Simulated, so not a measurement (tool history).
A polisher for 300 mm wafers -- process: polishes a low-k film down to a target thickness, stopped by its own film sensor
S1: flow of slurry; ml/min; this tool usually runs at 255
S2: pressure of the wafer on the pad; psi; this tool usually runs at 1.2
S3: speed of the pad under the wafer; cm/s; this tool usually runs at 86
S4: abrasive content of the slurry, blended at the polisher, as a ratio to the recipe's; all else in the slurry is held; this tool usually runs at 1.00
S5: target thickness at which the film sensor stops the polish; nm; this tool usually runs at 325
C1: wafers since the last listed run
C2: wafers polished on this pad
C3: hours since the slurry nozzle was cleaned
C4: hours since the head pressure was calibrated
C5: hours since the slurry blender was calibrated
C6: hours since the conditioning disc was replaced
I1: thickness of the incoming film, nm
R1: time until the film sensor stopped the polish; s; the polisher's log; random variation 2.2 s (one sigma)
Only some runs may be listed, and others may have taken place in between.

run 1 hour=0.0 | S1=255 S2=1.2 S3=86 S4=0.80 S5=325 | C1=0 C2=541 C3=139.8 C4=1030.2 C5=46.1 C6=38.1 | I1=347.4 | R1=147.2
run 2 hour=28.8 | S1=255 S2=1.2 S3=86 S4=0.80 S5=325 | C1=201 C2=743 C3=168.6 C4=1059.0 C5=74.9 C6=66.9 | I1=348.2 | R1=147.5
-- hour=47.7 worn pad replaced by a new one
run 3 hour=57.9 | S1=255 S2=1.2 S3=86 S4=0.95 S5=325 | C1=175 C2=71 C3=197.7 C4=1088.1 C5=104.0 C6=96.0 | I1=356.3 | R1=181.1
-- hour=68.2 slurry blender recalibrated
run 4 hour=92.0 | S1=255 S2=1.2 S3=86 S4=0.95 S5=325 | C1=224 C2=296 C3=231.8 C4=1122.2 C5=23.8 C6=130.1 | I1=355.1 | R1=188.4
run 5 hour=109.0 | S1=255 S2=1.2 S3=86 S4=0.95 S5=325 | C1=119 C2=415 C3=248.8 C4=1139.2 C5=40.8 C6=147.1 | I1=343.4 | R1=114.3
run 6 hour=122.8 | S1=255 S2=1.2 S3=86 S4=1.00 S5=325 | C1=96 C2=512 C3=262.6 C4=1153.0 C5=54.6 C6=160.9 | I1=356.5 | R1=189.7
run 7 hour=135.7 | S1=255 S2=1.2 S3=86 S4=1.00 S5=325 | C1=90 C2=602 C3=275.5 C4=1165.9 C5=67.5 C6=173.8 | I1=348.2 | R1=139.3
run 8 hour=158.4 | S1=255 S2=1.2 S3=86 S4=1.00 S5=325 | C1=159 C2=761 C3=298.2 C4=1188.6 C5=90.2 C6=196.5 | I1=350.3 | R1=153.6
-- hour=180.9 slurry blender recalibrated
-- hour=184.2 worn pad replaced by a new one
run 9 hour=192.6 | S1=255 S2=1.1 S3=86 S4=1.00 S5=325 | C1=202 C2=58 C3=332.4 C4=1222.8 C5=11.7 C6=230.7 | I1=351.2 | R1=166.1
run 10 hour=218.6 | S1=255 S2=0.9 S3=86 S4=1.00 S5=325 | C1=182 C2=240 C3=358.4 C4=1248.8 C5=37.7 C6=256.7 | I1=352.8 | R1=195.3
run 11 hour=240.8 | S1=255 S2=1.2 S3=86 S4=1.00 S5=325 | C1=155 C2=396 C3=380.6 C4=1271.0 C5=59.9 C6=278.9 | I1=349.4 | R1=154.7
run 12 hour=256.9 | S1=255 S2=1.2 S3=64 S4=1.00 S5=322 | C1=112 C2=509 C3=396.7 C4=1287.1 C5=76.0 C6=295.0 | I1=350.4 | R1=212.9
run 13 hour=281.1 | S1=335 S2=1.2 S3=86 S4=1.10 S5=325 | C1=169 C2=678 C3=420.9 C4=1311.3 C5=100.2 C6=319.2 | I1=341.8 | R1=96.0
-- hour=291.3 slurry blender recalibrated
-- hour=293.9 worn pad replaced by a new one
-- hour=311.2 slurry nozzle cleaned
-- hour=345.3 conditioning disc replaced and pad reconditioned
-- hour=363.6 head pressure recalibrated
run 14 hour=369.6 | S1=255 S2=1.2 S3=86 S4=1.00 S5=325 | C1=552 C2=495 C3=58.4 C4=6.0 C5=78.3 C6=24.3 | I1=351.6 | R1=149.8
-- hour=396.6 slurry blender recalibrated
run 15 hour=397.1 | S1=255 S2=1.2 S3=86 S4=1.00 S5=325 | C1=178 C2=674 C3=85.9 C4=33.5 C5=0.5 C6=51.8 | I1=345.6 | R1=118.1
-- hour=404.9 worn pad replaced by a new one
run 16 hour=410.0 | S1=280 S2=1.4 S3=108 S4=1.00 S5=325 | C1=62 C2=35 C3=98.8 C4=46.4 C5=13.4 C6=64.7 | I1=348.9 | R1=106.6
run 17 hour=430.0 | S1=255 S2=0.9 S3=86 S4=0.85 S5=318 | C1=140 C2=175 C3=118.8 C4=66.4 C5=33.4 C6=84.7 | I1=354.7 | R1=273.7
run 18 hour=459.7 | S1=255 S2=1.2 S3=72 S4=0.75 S5=325 | C1=208 C2=383 C3=148.5 C4=96.1 C5=63.1 C6=114.4 | I1=352.2 | R1=208.0

Branching from run 18: 3 alternative next runs. What would each branch give?
run A hour=460.2 | S1=255 S2=1.2 S3=86 S4=0.85 S5=325 | C1=3 C2=387 C3=149.0 C4=96.6 C5=63.6 C6=114.9 | I1=353.7 | R1=?
run B hour=460.2 | S1=220 S2=1.4 S3=86 S4=0.90 S5=320 | C1=3 C2=387 C3=149.0 C4=96.6 C5=63.6 C6=114.9 | I1=353.7 | R1=?
run C hour=460.2 | S1=255 S2=0.8 S3=112 S4=1.00 S5=325 | C1=3 C2=387 C3=149.0 C4=96.6 C5=63.6 C6=114.9 | I1=353.7 | R1=?

run=A R1=183.0
run=B R1=194.2
run=C R1=174.9
What these runs would have given with no unlogged condition in the tool:
run=A R1=169.4
run=B R1=178.3
run=C R1=161.9

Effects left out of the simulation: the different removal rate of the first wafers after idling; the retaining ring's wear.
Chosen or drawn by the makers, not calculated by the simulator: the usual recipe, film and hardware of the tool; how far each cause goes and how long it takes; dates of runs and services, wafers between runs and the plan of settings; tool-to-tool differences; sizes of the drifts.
